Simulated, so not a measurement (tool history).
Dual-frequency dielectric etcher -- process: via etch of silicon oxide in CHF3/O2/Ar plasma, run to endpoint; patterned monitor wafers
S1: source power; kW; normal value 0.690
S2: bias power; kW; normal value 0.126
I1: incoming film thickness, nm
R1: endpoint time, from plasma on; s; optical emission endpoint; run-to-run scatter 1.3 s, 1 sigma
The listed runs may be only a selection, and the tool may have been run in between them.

Run 1, hour 0.0: usual settings but S2 0.110 kW; I1 776.5. Result: R1 453.7 s.
Run 2, hour 46.4: usual settings; I1 788.1. Result: R1 430.5 s.
Run 3, hour 72.3: usual settings; I1 784.7. Result: R1 427.1 s.
Run 4, hour 120.4: usual settings; I1 784.4. Result: R1 423.2 s.
Run 5, hour 149.1: usual settings; I1 789.6. Result: R1 427.9 s.
Run 6, hour 183.8: usual settings; I1 782.3. Result: R1 423.4 s.
Run 7, hour 253.8: usual settings; I1 782.9. Result: R1 420.7 s.
Run 8, hour 322.1: usual settings; I1 785.1. Result: R1 439.6 s.
Run 9, hour 383.8: usual settings but S1 0.790 kW, S2 0.116 kW; I1 777.8. Result: R1 436.4 s.
Run 10, hour 409.3: usual settings; I1 785.6. Result: R1 434.4 s.
Run 11, hour 454.7: usual settings; I1 788.2. Result: R1 436.8 s.
Run 12, hour 520.1: usual settings; I1 781.7. Result: R1 429.4 s.
Run 13, hour 564.8: usual settings; I1 773.6. Result: R1 421.6 s.
Run 14, hour 596.1: usual settings but S1 0.840 kW, S2 0.142 kW; I1 788.0. Result: R1 385.1 s.
Run 15, hour 642.4: usual settings but S1 0.570 kW, S2 0.104 kW; I1 777.4. Result: R1 485.8 s.
Run 16, hour 771.5: usual settings but S2 0.137 kW; I1 774.7. Result: R1 397.3 s.
Run 17, hour 820.8: usual settings; I1 776.2. Result: R1 435.8 s.
Run 18, hour 869.4: usual settings; I1 783.7. Result: R1 439.2 s.
Run 19, hour 896.9: usual settings but S1 0.540 kW, S2 0.142 kW; I1 784.6. Result: R1 434.6 s.
Run 20, hour 953.8: usual settings but S1 0.580 kW, S2 0.145 kW; I1 782.6. Result: R1 422.6 s.
Run 21, hour 1017.0: usual settings; I1 789.0. Result: R1 431.4 s.
Run 22, hour 1088.2: usual settings but S1 0.630 kW; I1 776.5. Result: R1 432.8 s.
Run 23, hour 1120.7: usual settings but S1 0.800 kW, S2 0.111 kW; I1 771.7. Result: R1 433.2 s.
Run 24, hour 1168.7: usual settings but S2 0.101 kW; I1 784.1. Result: R1 477.1 s.
Run 25, hour 1196.2: usual settings but S2 0.108 kW; I1 784.4. Result: R1 458.6 s.
Run 26, hour 1236.4: usual settings but S1 0.580 kW, S2 0.150 kW; I1 788.9. Result: R1 407.9 s.

Put back what was entered between runs (5 entries, withheld): which listed runs does each sit between, and how does the hidden state differ from the listed run before to the listed run after?
After run 7, before run 8: wet clean of the chamber (hour 314.5)
  etch rate over this chamber's usual, %: 4 -> -0.0115
  what was measured, less what the result would be without the hidden state, R1: -16.8 -> +0.1 s
After run 11, before run 12: bias power generator calibrated (hour 466.5)
  etch rate over this chamber's usual, %: 1.17 -> 1.75
  what was measured, less what the result would be without the hidden state, R1: -5.1 -> -7.5 s
After run 15, before run 16: upper electrode replaced (hour 771.0)
  etch rate over this chamber's usual, %: 2.84 -> 3.99
  what was measured, less what the result would be without the hidden state, R1: -13.8 -> -15.8 s
After run 16, before run 17: wet clean of the chamber (hour 820.3)
  etch rate over this chamber's usual, %: 3.99 -> -0.507
  what was measured, less what the result would be without the hidden state, R1: -15.8 -> +2.2 s
After run 17, before run 18: source power generator calibrated (hour 851.4)
  etch rate over this chamber's usual, %: -0.507 -> -0.0745
  what was measured, less what the result would be without the hidden state, R1: +2.2 -> +0.3 s
